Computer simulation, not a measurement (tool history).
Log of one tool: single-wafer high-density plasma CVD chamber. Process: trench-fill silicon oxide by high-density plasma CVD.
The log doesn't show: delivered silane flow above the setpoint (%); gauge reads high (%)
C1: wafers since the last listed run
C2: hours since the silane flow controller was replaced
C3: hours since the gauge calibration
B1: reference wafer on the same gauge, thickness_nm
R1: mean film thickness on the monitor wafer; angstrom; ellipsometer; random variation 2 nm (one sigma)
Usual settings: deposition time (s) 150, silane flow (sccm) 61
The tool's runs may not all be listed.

Run 1, hour 0: usual settings; C1 0; C2 1617.1; C3 568.5; B1 711.724. Result: R1 7800.45 angstrom.
Run 2, hour 15.3: usual settings; C1 189; C2 1632.4; C3 583.8; B1 712.142. Result: R1 7789.34 angstrom.
Run 3, hour 37.8: usual settings; C1 278; C2 1654.9; C3 606.3; B1 712.129. Result: R1 7799.58 angstrom.
Run 4, hour 64.3: usual settings; C1 327; C2 1681.4; C3 632.8; B1 711.727. Result: R1 7742.46 angstrom.
Run 5, hour 91.5: usual settings; C1 336; C2 1708.6; C3 660; B1 711.94. Result: R1 7754.26 angstrom.
Run 6, hour 112.2: usual settings but silane flow (sccm) 67; C1 255; C2 1729.3; C3 680.7; B1 711.97. Result: R1 8210.18 angstrom.
Run 7, hour 128.4: usual settings but silane flow (sccm) 67; C1 200; C2 1745.5; C3 696.9; B1 712.743. Result: R1 8177.7 angstrom.
Run 8, hour 153.8: usual settings but silane flow (sccm) 67; C1 314; C2 1770.9; C3 722.3; B1 712.13. Result: R1 8182.49 angstrom.
Run 9, hour 178.9: usual settings but deposition time (s) 141; C1 310; C2 1796; C3 747.4; B1 711.847. Result: R1 7283.93 angstrom.
Run 10, hour 201.9: usual settings but deposition time (s) 141; C1 284; C2 1819; C3 770.4; B1 712.372. Result: R1 7278.99 angstrom.
Run 11, hour 228.6: usual settings but silane flow (sccm) 57; C1 330; C2 1845.7; C3 797.1; B1 711.549. Result: R1 7489.44 angstrom.
Run 12, hour 264: usual settings but silane flow (sccm) 57; C1 437; C2 1881.1; C3 832.5; B1 712.174. Result: R1 7513.12 angstrom.
Run 13, hour 299.7: usual settings but silane flow (sccm) 57; C1 441; C2 1916.8; C3 868.2; B1 711.801. Result: R1 7479.84 angstrom.
Run 14, hour 334: usual settings but silane flow (sccm) 58; C1 424; C2 1951.1; C3 902.5; B1 711.678. Result: R1 7554.29 angstrom.
Run 15, hour 347.7: usual settings but silane flow (sccm) 58; C1 169; C2 1964.8; C3 916.2; B1 711.821. Result: R1 7547.09 angstrom.
Run 16, hour 380.6: usual settings but deposition time (s) 172; C1 406; C2 1997.7; C3 949.1; B1 711.984. Result: R1 8865.34 angstrom.
Run 17, hour 407.7: usual settings but deposition time (s) 172; C1 335; C2 2024.8; C3 976.2; B1 712.289. Result: R1 8892.12 angstrom.
At hour 423.8: gauge calibrated.
Run 18, hour 440.7: usual settings; C1 408; C2 2057.8; C3 16.9; B1 712.069. Result: R1 7737.91 angstrom.
At hour 451.3: silane flow controller replaced.
Run 19, hour 475.5: usual settings but deposition time (s) 138; C1 331; C2 24.2; C3 51.7; B1 712.076. Result: R1 7364.7 angstrom.
Run 20, hour 495.2: usual settings but deposition time (s) 160; C1 243; C2 43.9; C3 71.4; B1 711.944. Result: R1 8525.79 angstrom.
Run 21, hour 523.5: usual settings but deposition time (s) 135, silane flow (sccm) 65; C1 349; C2 72.2; C3 99.7; B1 712.532. Result: R1 7433.83 angstrom.
Run 22, hour 553.9: usual settings but deposition time (s) 175, silane flow (sccm) 56; C1 375; C2 102.6; C3 130.1; B1 711.433. Result: R1 8895.53 angstrom.
Run 23, hour 588.7: usual settings; C1 430; C2 137.4; C3 164.9; B1 711.98. Result: R1 7959.96 angstrom.
Run 24, hour 612.9: usual settings but deposition time (s) 168, silane flow (sccm) 68; C1 299; C2 161.6; C3 189.1; B1 711.948. Result: R1 9455.12 angstrom.
Run 25, hour 633.2: usual settings but silane flow (sccm) 67; C1 251; C2 181.9; C3 209.4; B1 711.87. Result: R1 8376.98 angstrom.
Run 26, hour 657.4: usual settings; C1 299; C2 206.1; C3 233.6; B1 711.487. Result: R1 7926.2 angstrom.
Run 27, hour 684.2: usual settings but deposition time (s) 164, silane flow (sccm) 66; C1 331; C2 232.9; C3 260.4; B1 712.193. Result: R1 9128.32 angstrom.
Run 28, hour 715.9: usual settings but deposition time (s) 130, silane flow (sccm) 66; C1 391; C2 264.6; C3 292.1; B1 711.91. Result: R1 7164.56 angstrom.
Run 29, hour 746.5: usual settings; C1 378; C2 295.2; C3 322.7; B1 712.115. Result: R1 7939.02 angstrom.
Run 30, hour 772.2: usual settings; C1 317; C2 320.9; C3 348.4; B1 712.119. Result: R1 7958.36 angstrom.
Run 31, hour 792.6: usual settings but deposition time (s) 176, silane flow (sccm) 54; C1 252; C2 341.3; C3 368.8; B1 712.065. Result: R1 8776.35 angstrom.
Run 32, hour 818.2: usual settings but deposition time (s) 126; C1 316; C2 366.9; C3 394.4; B1 712.247. Result: R1 6673.08 angstrom.
Run 33, hour 852.1: usual settings but deposition time (s) 173, silane flow (sccm) 67; C1 419; C2 400.8; C3 428.3; B1 712.105. Result: R1 9644.09 angstrom.
Run 34, hour 885.1: usual settings but deposition time (s) 143, silane flow (sccm) 65; C1 408; C2 433.8; C3 461.3; B1 712.109. Result: R1 7861.52 angstrom.
Run 35, hour 915.6: usual settings but silane flow (sccm) 52; C1 377; C2 464.3; C3 491.8; B1 712.137. Result: R1 7311.14 angstrom.

The tool's hidden state at each run:
gauge reads high (%): 0 in every run
H1: delivered silane flow above the setpoint (%)
run       H1
  1    -4.62
  2    -4.66
  3    -4.72
  4    -4.78
  5    -4.85
  6     -4.9
  7    -4.94
  8       -5
  9    -5.07
 10    -5.12
 11    -5.19
 12    -5.28
 13    -5.37
 14    -5.45
 15    -5.48
 16    -5.57
 17    -5.63
 18    -5.71
 19  -0.0643
 20   -0.113
 21   -0.183
 22   -0.259
 23   -0.345
 24   -0.405
 25   -0.456
 26   -0.516
 27   -0.582
 28   -0.661
 29   -0.737
 30     -0.8
 31   -0.851
 32   -0.914
 33   -0.999
 34    -1.08
 35    -1.16
